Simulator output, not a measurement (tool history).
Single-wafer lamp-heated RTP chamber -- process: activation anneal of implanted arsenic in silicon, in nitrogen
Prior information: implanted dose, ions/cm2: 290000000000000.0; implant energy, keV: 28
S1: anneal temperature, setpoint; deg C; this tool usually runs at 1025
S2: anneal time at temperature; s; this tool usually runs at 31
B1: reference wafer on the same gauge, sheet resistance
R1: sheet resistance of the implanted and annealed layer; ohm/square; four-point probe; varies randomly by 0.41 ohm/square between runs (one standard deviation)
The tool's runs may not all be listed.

run	hour	S1	S2	B1	R1
1	0.0	1025	31	301.06	272.78
2	43.6	1025	31	301.28	272.04
3	182.8	1016	31	301.04	272.92
# hour 194.3: pyrometer window cleaned and pyrometer calibrated
4	249.4	1025	31	301.02	271.88
5	273.9	1025	31	301.04	271.72
6	306.9	1025	31	301.08	272.05
7	348.7	1034	21	301.03	273.00
8	391.4	1025	31	301.04	272.20
9	417.2	1038	31	301.10	271.55
10	457.0	1038	31	300.87	270.96
# hour 472.2: pyrometer window cleaned and pyrometer calibrated
11	528.9	1025	31	300.92	272.46
12	589.5	1025	31	300.91	271.30
# hour 607.4: reflector plate cleaned
13	706.1	1025	31	301.15	272.07
# hour 744.3: pyrometer window cleaned and pyrometer calibrated
14	760.6	1025	31	300.98	272.78
15	811.3	1025	31	300.79	271.96
16	847.7	1053	43	301.00	266.99
17	917.0	1009	31	300.88	274.19
18	949.5	1043	31	300.85	270.72
19	1004.4	1045	15	300.86	273.42
20	1039.6	1016	16	301.01	275.73
# hour 1083.7: gauge calibrated
# hour 1096.9: pyrometer window cleaned and pyrometer calibrated
21	1104.7	1044	46	300.99	267.69
22	1174.4	1007	47	300.97	271.67
# hour 1188.9: reflector plate cleaned
23	1223.9	1009	31	301.28	273.07
24	1251.1	1040	49	301.08	268.30
25	1278.5	1025	31	300.78	272.10
26	1372.1	1008	37	301.18	272.94
# hour 1385.9: pyrometer window cleaned and pyrometer calibrated
27	1398.1	1043	31	301.07	270.19
28	1455.2	1044	46	300.74	267.83
29	1481.4	1014	31	301.04	273.01
30	1545.9	1003	49	300.85	272.43

Branching from run 30: 5 alternative next runs. What would each branch give?
A	1546.3	1025	44	?	?
B	1546.3	1037	31	?	?
C	1546.3	1025	42	?	?
D	1546.3	1007	16	?	?
E	1546.3	1050	26	?	?

run	B1	R1
A	301.17	269.69
B	301.17	270.09
C	301.17	269.92
D	301.17	275.48
E	301.17	269.50
Without the tool's hidden state the same runs would have given:
run	R1
A	269.69
B	270.09
C	269.92
D	275.48
E	269.50

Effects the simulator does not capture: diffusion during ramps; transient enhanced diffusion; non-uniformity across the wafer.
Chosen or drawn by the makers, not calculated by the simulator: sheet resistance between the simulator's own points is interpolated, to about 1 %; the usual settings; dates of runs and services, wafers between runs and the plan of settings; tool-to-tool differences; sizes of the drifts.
